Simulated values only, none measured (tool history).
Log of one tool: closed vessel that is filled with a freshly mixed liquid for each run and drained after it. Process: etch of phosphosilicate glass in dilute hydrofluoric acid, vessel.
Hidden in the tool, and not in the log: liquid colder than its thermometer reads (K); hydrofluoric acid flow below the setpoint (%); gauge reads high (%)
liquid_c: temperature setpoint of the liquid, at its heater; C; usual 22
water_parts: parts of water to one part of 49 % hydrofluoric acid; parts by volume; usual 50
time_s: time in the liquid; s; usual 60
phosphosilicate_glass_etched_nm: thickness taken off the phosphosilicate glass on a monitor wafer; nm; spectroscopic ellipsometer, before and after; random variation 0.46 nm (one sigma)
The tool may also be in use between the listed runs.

run    hour  liquid_c  water_parts  time_s  wafers since the last listed run  hours since the thermometer was replaced  hours since the hydrofluoric acid flow meter was replaced  hours since the gauge calibration  read-back film thickness of the phosphosilicate glass reference wafer, read on the same gauge (nm)  phosphosilicate_glass_etched_nm
  1       0        22           40      70                                 0                                     534.4                                                     1092.6                             1122.3                                                                                               58.54                           106.85
  2      48        22           40      70                              6757                                     582.4                                                     1140.6                             1170.3                                                                                                58.5                           107.82
  3   111.7        22           50      60                              8968                                     646.1                                                     1204.3                               1234                                                                                                58.5                            72.27
  4   162.8        22           50      60                              7194                                     697.2                                                     1255.4                             1285.1                                                                                               58.47                            72.88
      210.5  -- thermometer replaced
  5     216        22           50      60                              7349                                       5.5                                                     1308.6                             1338.3                                                                                               58.44                            72.14
  6   259.4        22           50      60                              6110                                      48.9                                                       1352                             1381.7                                                                                               58.44                            72.02
  7   312.2        22           50      60                              7433                                     101.7                                                     1404.8                             1434.5                                                                                               58.41                            72.24
  8   381.6        22           50      60                              9770                                     171.1                                                     1474.2                             1503.9                                                                                               58.42                            72.02
      419.1  -- hydrofluoric acid flow meter replaced
  9   429.8        22           50      60                              6645                                     219.3                                                       10.7                             1552.1                                                                                               58.34                            72.13
 10   491.9        22           50      60                              8742                                     281.4                                                       72.8                             1614.2                                                                                               58.37                            72.63
 11   524.4        22           50      40                              4575                                     313.9                                                      105.3                             1646.7                                                                                               58.38                            47.82
 12   727.4        22           50      60                             28579                                     516.9                                                      308.3                             1849.7                                                                                               58.32                            72.62
 13   776.9        18           30      80                              6968                                     566.4                                                      357.8                             1899.2                                                                                               58.27                           138.71
 14   827.1        18           60      85                              7067                                     616.6                                                        408                             1949.4                                                                                               58.27                            71.52
 15   878.6        22           50      60                              7250                                     668.1                                                      459.5                             2000.9                                                                                               58.33                            72.99
        943  -- thermometer replaced
 16  1051.3        22           65      45                             24172                                     108.3                                                      632.2                             2173.6                                                                                               58.28                            40.73
 17  1081.2        22           50      60                              4209                                     138.2                                                      662.1                             2203.5                                                                                               58.23                            71.92
 18  1111.2        18           50      60                              4223                                     168.2                                                      692.1                             2233.5                                                                                               58.19                            61.53
 19  1182.1      24.5           50      40                              9981                                     239.1                                                        763                             2304.4                                                                                               58.26                            53.81
 20  1215.9      18.5           50      60                              4758                                     272.9                                                      796.8                             2338.2                                                                                               58.24                            62.03
 21  1283.8        22           50      60                              9559                                     340.8                                                      864.7                             2406.1                                                                                               58.21                            72.31
     1300.4  -- gauge calibrated
 22  1335.9        22           60      60                              7334                                     392.9                                                      916.8                               35.5                                                                                               59.78                            60.54
 23  1393.8        22           50      60                              8151                                     450.8                                                      974.7                               93.4                                                                                               59.65                            73.79
 24  1420.4      25.5           25      60                              3744                                     477.4                                                     1001.3                                120                                                                                               59.61                           176.98
 25  1610.4        18           60      60                             26749                                     667.4                                                     1191.3                                310                                                                                               59.31                            51.32
 26  1678.9        22           45      75                              9643                                     735.9                                                     1259.8                              378.5                                                                                                59.2                           102.34
 27  1710.6      17.5           30      45                              4462                                     767.6                                                     1291.5                              410.2                                                                                               59.18                            77.28
 28  1781.4        22           50      30                              9967                                     838.4                                                     1362.3                                481                                                                                               59.08                            36.35
     1826.2  -- thermometer replaced
     1858.4  -- hydrofluoric acid flow meter replaced
 29  1860.5        22           50      60                             10854                                      34.3                                                        2.1                              560.1                                                                                               59.01                            73.18
 30  1891.4        22           50      60                              4350                                      65.2                                                         33                                591                                                                                               58.96                             72.8
 31  1962.1        22           65      60                              9953                                     135.9                                                      103.7                              661.7                                                                                                58.9                            54.48

Measured less the same run without the tool's hidden state. The same run-to-run variation is in both; the gauge's scatter may not be:
run  phosphosilicate_glass_etched_nm
  1                            -2.65
  2                            -2.72
  3                            -1.86
  4                            -1.91
  5                            -1.91
  6                            -1.93
  7                            -1.95
  8                            -1.98
  9                               -2
 10                            -2.03
 11                            -1.35
 12                            -2.11
 13                            -4.05
 14                             -2.1
 15                            -2.15
 16                            -1.22
 17                            -2.16
 18                            -1.85
 19                            -1.63
 20                            -1.88
 21                             -2.2
 22                            -0.25
 23                            -0.44
 24                            -1.21
 25                            -0.61
 26                            -1.38
 27                             -1.1
 28                            -0.57
 29                            -1.25
 30                            -1.29
 31                            -1.02
